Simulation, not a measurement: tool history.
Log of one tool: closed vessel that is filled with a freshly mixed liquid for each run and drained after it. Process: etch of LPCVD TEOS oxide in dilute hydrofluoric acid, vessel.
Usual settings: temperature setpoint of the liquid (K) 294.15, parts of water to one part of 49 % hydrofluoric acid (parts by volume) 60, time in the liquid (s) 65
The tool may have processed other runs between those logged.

| run | hour | temperature setpoint of the liquid (K) | parts of water to one part of 49 % hydrofluoric acid (parts by volume) | time in the liquid (s) | wafers since the last listed run | hours since the thermometer was replaced | hours since the hydrofluoric acid flow meter was replaced | hours since the gauge calibration | read-back film thickness of the LPCVD TEOS oxide reference wafer, read on the same gauge (nm) | thickness taken off the LPCVD TEOS oxide on a monitor wafer (angstrom) |
|---|---|---|---|---|---|---|---|---|---|---|
| 1 | 0.0 | 294.15 | 60 | 65 | 0 | 14.5 | 12.8 | 1259.8 | 150.04 | 494.8 |
| 2 | 80.8 | 294.15 | 60 | 65 | 4869 | 95.3 | 93.6 | 1340.6 | 150.02 | 485.7 |
| 3 | 147.6 | 294.15 | 60 | 40 | 4025 | 162.1 | 160.4 | 1407.4 | 150.01 | 299.3 |
| 4 | 226.4 | 294.15 | 50 | 65 | 4748 | 240.9 | 239.2 | 1486.2 | 150.01 | 588.8 |
| 5 | 303.6 | 294.15 | 80 | 65 | 4652 | 318.1 | 316.4 | 1563.4 | 150.01 | 353.5 |
| 6 | 404.4 | 294.15 | 80 | 65 | 6074 | 418.9 | 417.2 | 1664.2 | 149.97 | 357.2 |
| 7 | 469.1 | 294.15 | 80 | 65 | 3898 | 483.6 | 481.9 | 1728.9 | 150.00 | 348.6 |
| 8 | 543.7 | 294.15 | 60 | 65 | 4495 | 558.2 | 556.5 | 1803.5 | 150.01 | 470.8 |
| 9 | 622.5 | 294.15 | 60 | 65 | 4748 | 637.0 | 635.3 | 1882.3 | 150.01 | 474.9 |
| 10 | 719.1 | 294.15 | 60 | 65 | 5821 | 733.6 | 731.9 | 1978.9 | 149.97 | 476.0 |
| 11 | 810.6 | 294.15 | 60 | 65 | 5513 | 825.1 | 823.4 | 2070.4 | 150.04 | 467.1 |
|  | 848.0 | gauge calibrated |
| 12 | 867.6 | 294.15 | 60 | 65 | 3434 | 882.1 | 880.4 | 19.6 | 149.98 | 469.3 |
| 13 | 963.2 | 294.15 | 60 | 65 | 5761 | 977.7 | 976.0 | 115.2 | 150.01 | 479.7 |
| 14 | 1055.5 | 294.15 | 60 | 65 | 5562 | 1070.0 | 1068.3 | 207.5 | 149.99 | 467.2 |
| 15 | 1142.6 | 292.65 | 40 | 90 | 5248 | 1157.1 | 1155.4 | 294.6 | 150.01 | 942.6 |
| 16 | 1213.5 | 294.15 | 70 | 65 | 4272 | 1228.0 | 1226.3 | 365.5 | 150.01 | 401.8 |
| 17 | 1284.8 | 290.15 | 30 | 100 | 4296 | 1299.3 | 1297.6 | 436.8 | 149.94 | 1246.4 |
|  | 1286.1 | thermometer replaced |
| 18 | 1362.3 | 290.15 | 45 | 95 | 4610 | 76.2 | 1375.1 | 514.3 | 149.99 | 737.5 |
| 19 | 1450.2 | 290.15 | 80 | 75 | 5296 | 164.1 | 1463.0 | 602.2 | 149.96 | 314.7 |
| 20 | 1536.1 | 298.15 | 85 | 45 | 5176 | 250.0 | 1548.9 | 688.1 | 150.00 | 246.6 |
|  | 1596.0 | hydrofluoric acid flow meter replaced |
| 21 | 1625.7 | 296.15 | 45 | 90 | 5339 | 339.6 | 29.7 | 777.7 | 150.01 | 891.6 |
|  | 1649.6 | thermometer replaced, repeated, since the last time left the tool worse |
| 22 | 1697.1 | 295.65 | 60 | 85 | 4242 | 47.5 | 101.1 | 849.1 | 149.99 | 683.4 |
| 23 | 1736.4 | 294.15 | 60 | 65 | 2368 | 86.8 | 140.4 | 888.4 | 150.00 | 491.4 |
| 24 | 1814.3 | 294.15 | 60 | 65 | 4694 | 164.7 | 218.3 | 966.3 | 149.98 | 495.0 |
| 25 | 1916.1 | 297.65 | 70 | 65 | 6134 | 266.5 | 320.1 | 1068.1 | 149.98 | 472.2 |
| 26 | 1954.3 | 294.15 | 60 | 65 | 2301 | 304.7 | 358.3 | 1106.3 | 150.04 | 474.4 |
| 27 | 2028.1 | 299.15 | 30 | 30 | 4447 | 378.5 | 432.1 | 1180.1 | 149.96 | 566.0 |
| 28 | 2085.8 | 294.15 | 60 | 65 | 3477 | 436.2 | 489.8 | 1237.8 | 150.03 | 487.7 |

Consider 3 possible next runs. They are alternatives, not a sequence: every one starts from the tool as it was left by run 28. What does each give?
| A | 2086.5 | 294.15 | 60 | 30 | 42 | 436.9 | 490.5 | 1238.5 | ? | ? |
| B | 2086.5 | 294.15 | 75 | 65 | 42 | 436.9 | 490.5 | 1238.5 | ? | ? |
| C | 2086.5 | 294.15 | 80 | 100 | 42 | 436.9 | 490.5 | 1238.5 | ? | ? |

| run | read-back film thickness of the LPCVD TEOS oxide reference wafer, read on the same gauge (nm) | thickness taken off the LPCVD TEOS oxide on a monitor wafer (angstrom) |
|---|---|---|
| A | 149.99 | 223.3 |
| B | 149.99 | 380.2 |
| C | 149.99 | 545.2 |
With the hidden condition removed and each run's random variation left untouched, the same runs would have given:
| run | thickness taken off the LPCVD TEOS oxide on a monitor wafer (angstrom) |
|---|---|
| A | 228.3 |
| B | 388.7 |
| C | 557.3 |

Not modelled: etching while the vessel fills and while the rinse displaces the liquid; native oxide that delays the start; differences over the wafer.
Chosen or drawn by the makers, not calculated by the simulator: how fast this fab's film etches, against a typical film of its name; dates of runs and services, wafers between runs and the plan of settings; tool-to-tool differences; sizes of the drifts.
